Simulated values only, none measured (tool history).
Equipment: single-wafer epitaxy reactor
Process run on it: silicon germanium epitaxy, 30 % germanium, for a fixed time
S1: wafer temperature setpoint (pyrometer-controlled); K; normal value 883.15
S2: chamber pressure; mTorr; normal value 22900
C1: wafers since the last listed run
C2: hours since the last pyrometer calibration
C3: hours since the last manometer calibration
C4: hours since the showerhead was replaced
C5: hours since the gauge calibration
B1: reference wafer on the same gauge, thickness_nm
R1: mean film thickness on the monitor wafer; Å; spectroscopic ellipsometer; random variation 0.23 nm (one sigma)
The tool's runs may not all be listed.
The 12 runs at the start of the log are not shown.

| run | hour | S1 | S2 | C1 | C2 | C3 | C4 | C5 | B1 | R1 |
|---|---|---|---|---|---|---|---|---|---|---|
| 13 | 785.4 | 883.15 | 24900 | 651 | 2855.5 | 174.3 | 54.4 | 247.5 | 90.974 | 825.09 |
| 14 | 812.4 | 883.15 | 24900 | 475 | 2882.5 | 201.3 | 81.4 | 274.5 | 90.998 | 826.58 |
| 15 | 879.6 | 873.15 | 22900 | 1183 | 2949.7 | 268.5 | 148.6 | 341.7 | 90.992 | 662.63 |
| 16 | 906.3 | 883.15 | 22900 | 470 | 2976.4 | 295.2 | 175.3 | 368.4 | 90.929 | 793.55 |
| 17 | 948.3 | 892.15 | 28600 | 739 | 3018.4 | 337.2 | 217.3 | 410.4 | 90.976 | 1032.54 |
| 18 | 994.7 | 897.15 | 20500 | 817 | 3064.8 | 383.6 | 263.7 | 456.8 | 90.976 | 973.08 |
| 19 | 1038.7 | 888.15 | 25000 | 774 | 3108.8 | 427.6 | 307.7 | 500.8 | 90.985 | 906.6 |
| 20 | 1085.2 | 878.15 | 20800 | 818 | 3155.3 | 474.1 | 354.2 | 547.3 | 90.962 | 693.38 |
| 21 | 1139.5 | 894.15 | 26100 | 956 | 3209.6 | 528.4 | 408.5 | 601.6 | 91.026 | 1028.21 |
| 22 | 1190.5 | 872.15 | 25200 | 898 | 3260.6 | 579.4 | 459.5 | 652.6 | 90.973 | 675.51 |
| 23 | 1237.7 | 887.15 | 20700 | 831 | 3307.8 | 626.6 | 506.7 | 699.8 | 90.993 | 817.51 |
|  | 1279.9 | pyrometer calibrated |
| 24 | 1294.1 | 895.15 | 22900 | 852 | 14.2 | 683 | 563.1 | 756.2 | 90.981 | 992.32 |
|  | 1329 | gauge calibrated |
| 25 | 1329.1 | 883.15 | 22900 | 616 | 49.2 | 718 | 598.1 | 0.1 | 91.028 | 798.57 |
| 26 | 1368.9 | 892.15 | 26700 | 700 | 89 | 757.8 | 637.9 | 39.9 | 91.003 | 1002.74 |
| 27 | 1421.2 | 897.15 | 22900 | 920 | 141.3 | 810.1 | 690.2 | 92.2 | 91.02 | 1026.81 |
| 28 | 1452.9 | 883.15 | 22900 | 558 | 173 | 841.8 | 721.9 | 123.9 | 91.015 | 796.37 |
| 29 | 1521.8 | 883.15 | 24800 | 1213 | 241.9 | 910.7 | 790.8 | 192.8 | 91.013 | 825.6 |
| 30 | 1570.7 | 883.15 | 25600 | 861 | 290.8 | 959.6 | 839.7 | 241.7 | 91.014 | 837.25 |
| 31 | 1641 | 883.15 | 22900 | 1237 | 361.1 | 1029.9 | 910 | 312 | 91.03 | 802.06 |

What if the next run were any one of these 5? Each begins from the tool's condition after run 31:
| A | 1641.4 | 883.15 | 22900 | 7 | 361.5 | 1030.3 | 910.4 | 312.4 | ? | ? |
| B | 1641.4 | 883.15 | 18800 | 7 | 361.5 | 1030.3 | 910.4 | 312.4 | ? | ? |
| C | 1641.4 | 883.15 | 19100 | 7 | 361.5 | 1030.3 | 910.4 | 312.4 | ? | ? |
| D | 1641.4 | 883.15 | 25800 | 7 | 361.5 | 1030.3 | 910.4 | 312.4 | ? | ? |
| E | 1641.4 | 888.15 | 22900 | 7 | 361.5 | 1030.3 | 910.4 | 312.4 | ? | ? |

| run | B1 | R1 |
|---|---|---|
| A | 90.979 | 801.1 |
| B | 90.979 | 732.59 |
| C | 90.979 | 737.93 |
| D | 90.979 | 844.7 |
| E | 90.979 | 877.63 |
Without the tool's hidden state the same runs would have given:
| run | R1 |
|---|---|
| A | 794.86 |
| B | 726.89 |
| C | 732.18 |
| D | 838.12 |
| E | 870.8 |

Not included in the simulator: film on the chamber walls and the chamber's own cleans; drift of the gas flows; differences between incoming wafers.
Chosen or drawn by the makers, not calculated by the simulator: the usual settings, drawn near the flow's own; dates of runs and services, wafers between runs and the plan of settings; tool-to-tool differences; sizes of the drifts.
